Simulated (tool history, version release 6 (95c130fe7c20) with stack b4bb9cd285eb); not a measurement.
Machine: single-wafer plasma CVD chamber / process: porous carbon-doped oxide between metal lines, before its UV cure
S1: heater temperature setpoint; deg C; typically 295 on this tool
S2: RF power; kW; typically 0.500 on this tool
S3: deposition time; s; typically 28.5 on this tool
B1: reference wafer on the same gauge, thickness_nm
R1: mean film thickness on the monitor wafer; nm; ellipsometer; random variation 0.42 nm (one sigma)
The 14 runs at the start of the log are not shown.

run	hour	S1	S2	S3	B1	R1
15	230.0	305	0.500	28.5	184.958	149.759
16	236.1	305	0.500	28.5	185.027	149.063
17	247.8	310	0.540	31.9	184.895	172.215
18	256.5	295	0.500	25.2	184.910	139.195
19	266.2	295	0.500	25.5	184.943	141.752
20	281.5	295	0.500	28.5	185.090	157.462
21	297.8	295	0.500	28.5	185.096	157.509
# hour 308.4: thermocouple changed; heater temperature recalibrated
# hour 311.9: RF generator calibrated
22	312.4	285	0.500	28.5	185.157	178.225
# hour 318.5: gauge calibrated
23	329.5	295	0.570	31.5	185.106	203.574
24	337.5	295	0.500	28.5	184.955	167.694
25	350.8	309	0.500	28.5	185.111	155.743
26	366.9	304	0.500	31.1	185.013	173.688
27	376.7	305	0.585	26.2	185.026	164.383
28	393.6	304	0.500	30.2	185.079	168.539
29	401.5	295	0.580	28.5	184.920	185.458
30	413.3	300	0.445	31.3	185.112	162.793
31	429.8	300	0.425	33.0	184.956	163.898
32	438.8	299	0.580	30.5	185.075	193.030

5 options for the next run, each taken on its own from the tool as it stands now. Forecast them:
A	439.2	295	0.500	28.5	?	?
B	439.2	288	0.500	28.5	?	?
C	439.2	295	0.570	28.5	?	?
D	439.2	295	0.405	28.5	?	?
E	439.2	281	0.450	31.1	?	?

run	B1	R1
A	185.073	166.449
B	185.073	173.042
C	185.073	182.898
D	185.073	140.063
E	185.073	180.621
With no hidden state in the tool, these same runs would have given:
run	R1
A	169.282
B	175.987
C	185.899
D	142.808
E	184.161
